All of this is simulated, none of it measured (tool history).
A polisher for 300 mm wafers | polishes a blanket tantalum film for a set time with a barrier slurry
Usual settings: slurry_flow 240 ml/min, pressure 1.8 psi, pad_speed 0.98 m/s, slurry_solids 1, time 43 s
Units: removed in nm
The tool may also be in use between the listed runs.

run,hour,slurry_flow,pressure,pad_speed,slurry_solids,time,"incoming thickness of the incoming film, nm",removed
1,0,240,1.8,0.98,0.8,43,303,71.7
2,13.6,220,2.3,0.98,1,43,299.7,98.5
3,28.8,240,1.8,0.98,1,43,297,76.3
4,45.2,240,1.8,0.98,1,43,302.8,78.6
5,68.6,240,1.8,0.98,1.2,34,302.2,66.6
6,81.5,240,1.8,0.98,1.2,34,300.4,65.3
7,114.9,240,1.8,0.98,1.2,34,298.9,65
8,136.3,240,1.8,0.98,1,43,299.4,80
9,152,240,1.8,0.98,1,43,302.1,78.7
10,182.3,240,1.8,0.98,0.9,43,297.7,73
11,218.2,240,2.1,0.98,1,43,302.2,89.7
12,248.5,240,1.8,0.98,1,43,297.7,77.9
13,264.4,240,1.8,0.98,1,43,303.2,76.7
14,290.4,240,1.8,0.98,1,43,298,79.8
15,313.2,280,1.8,0.98,1.15,43,295.5,83.6
16,337.5,240,1.8,1.18,1,43,302.3,95.3
17,349.6,240,1.8,0.7,1.2,43,301.2,59.2
18,370.7,240,1.8,0.98,1,55,301.5,99.6
19,391.5,240,1.8,0.98,1.2,35,294.7,68.9
20,412.4,240,1.8,0.98,1,43,302,76.4
21,438.3,240,1.8,0.98,1,43,299.3,78.3
22,458,195,1.8,0.78,1.2,43,299.1,65.6
23,470.8,240,1.8,0.98,0.85,29,298.4,47.2
24,501.8,265,1.6,0.86,1,51,296,72.1
25,524.6,240,1.8,0.98,0.85,29,299.7,48.9
26,548.5,280,1.8,0.98,1,29,303.2,53.4
27,560.7,185,1.8,0.98,1,43,297.4,78.2
28,591.1,165,1.8,1.28,1,43,301.2,99
29,619.1,285,1.8,0.98,1.2,32,303.5,61.7

Not shown: 7 entries that the log had between the listed runs. Between which runs, and how does the tool's hidden state differ before and after?
Between runs 4 and 5: slurry blender recalibrated (hour 65.3)
  no hidden state differs between the two runs
Between runs 9 and 10: worn pad replaced by a new one (hour 172.8)
  no hidden state differs between the two runs
Between runs 10 and 11: slurry nozzle cleaned (hour 207.3)
  no hidden state differs between the two runs
Between runs 11 and 12: head pressure recalibrated (hour 228.3)
  no hidden state differs between the two runs
Between runs 16 and 17: worn pad replaced by a new one (hour 342.7)
  no hidden state differs between the two runs
Between runs 24 and 25: worn pad replaced by a new one (hour 518.3)
  no hidden state differs between the two runs
Between runs 26 and 27: slurry blender recalibrated (hour 554)
  no hidden state differs between the two runs
